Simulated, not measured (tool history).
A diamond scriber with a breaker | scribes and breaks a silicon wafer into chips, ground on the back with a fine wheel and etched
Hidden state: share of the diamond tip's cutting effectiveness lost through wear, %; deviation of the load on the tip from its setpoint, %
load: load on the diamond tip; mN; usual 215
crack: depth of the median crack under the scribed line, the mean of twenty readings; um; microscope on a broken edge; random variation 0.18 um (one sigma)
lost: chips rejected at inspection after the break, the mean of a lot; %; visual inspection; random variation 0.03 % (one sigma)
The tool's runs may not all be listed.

run	hour	load	wafers since the last listed run	hours since the diamond tip was replaced	hours since the load on the tip was calibrated	incoming depth of the damage left on the back of the incoming wafer, um	crack	lost
1	0.0	215	0	351.7	359.1	0.42	14.90	0.55
2	46.0	215	248	397.7	405.1	0.76	15.29	0.63
3	131.5	215	461	483.2	490.6	0.50	15.55	0.67
# hour 230.6: diamond tip replaced by a new one
4	235.9	215	552	5.3	595.0	0.43	15.37	0.79
5	318.9	215	447	88.3	678.0	0.48	15.43	0.83
6	400.6	167	440	170.0	759.7	0.72	12.29	3.24
7	483.3	215	446	252.7	842.4	0.37	15.97	1.23
8	546.0	215	338	315.4	905.1	0.30	15.69	1.10
9	651.8	215	570	421.2	1010.9	0.73	16.11	1.42
10	701.5	249	268	470.9	1060.6	0.64	18.15	6.63
# hour 732.2: load on the tip recalibrated
11	855.9	249	822	625.3	123.7	0.43	17.49	3.74
# hour 865.1: diamond tip replaced by a new one
12	944.1	200	465	79.0	211.9	0.58	14.72	0.56
13	1012.2	246	367	147.1	280.0	0.50	17.52	3.66
14	1072.4	246	324	207.3	340.2	0.58	17.63	3.77
15	1163.7	246	492	298.6	431.5	0.67	17.82	4.57
16	1225.7	215	334	360.6	493.5	0.44	15.74	1.21
17	1319.6	215	506	454.5	587.4	0.50	15.91	1.25
18	1370.1	265	272	505.0	637.9	0.36	19.29	8.65
19	1423.2	239	286	558.1	691.0	0.41	17.88	4.20
20	1496.9	239	397	631.8	764.7	0.33	18.07	4.90
# hour 1571.7: diamond tip replaced by a new one
21	1585.3	188	466	13.6	853.1	0.62	14.12	0.46
22	1636.2	277	274	64.5	904.0	0.57	20.73	12.20
23	1674.8	215	208	103.1	942.6	0.68	16.03	2.03
24	1743.7	231	371	172.0	1011.5	0.55	17.46	4.26
# hour 1821.3: load on the tip recalibrated
25	1838.4	215	500	266.7	17.1	0.76	14.53	0.48
26	1886.4	246	258	314.7	65.1	0.56	16.61	2.23
27	1949.3	263	339	377.6	128.0	0.74	17.92	4.44
28	2037.2	167	474	465.5	215.9	0.49	12.16	5.14
29	2084.2	253	253	512.5	262.9	0.33	17.42	3.60
30	2184.4	236	540	612.7	363.1	0.56	16.65	2.13
# hour 2207.5: diamond tip replaced by a new one
31	2256.0	215	375	48.5	434.7	0.67	15.55	0.77
32	2325.4	178	374	117.9	504.1	0.47	12.88	1.87
33	2395.7	189	379	188.2	574.4	0.44	13.82	0.80
34	2442.7	241	253	235.2	621.4	0.30	17.25	3.47
35	2479.5	215	198	272.0	658.2	0.62	15.90	1.08
36	2543.1	215	343	335.6	721.8	0.30	15.64	1.18
37	2719.5	215	951	512.0	898.2	0.60	16.29	1.35
38	2809.9	198	487	602.4	988.6	0.39	15.05	0.59
# hour 2850.7: diamond tip replaced by a new one
39	3015.7	215	1099	165.0	1194.4	0.34	16.63	2.12
40	3056.8	155	221	206.1	1235.5	0.80	12.07	4.67
41	3093.8	255	199	243.1	1272.5	0.65	19.40	8.92
# hour 3107.7: load on the tip recalibrated
42	3191.2	182	514	340.5	83.5	0.69	12.97	2.41

Forecast each of these 3 alternatives for the next run:
A	3191.7	215	2	341.0	84.0	0.71	?	?
B	3191.7	197	2	341.0	84.0	0.71	?	?
C	3191.7	194	2	341.0	84.0	0.71	?	?

run	crack	lost
A	14.72	0.54
B	13.57	0.86
C	13.37	1.06
Without the tool's hidden state the same runs would have given:
run	crack	lost
A	14.40	0.49
B	13.27	1.19
C	13.08	1.46

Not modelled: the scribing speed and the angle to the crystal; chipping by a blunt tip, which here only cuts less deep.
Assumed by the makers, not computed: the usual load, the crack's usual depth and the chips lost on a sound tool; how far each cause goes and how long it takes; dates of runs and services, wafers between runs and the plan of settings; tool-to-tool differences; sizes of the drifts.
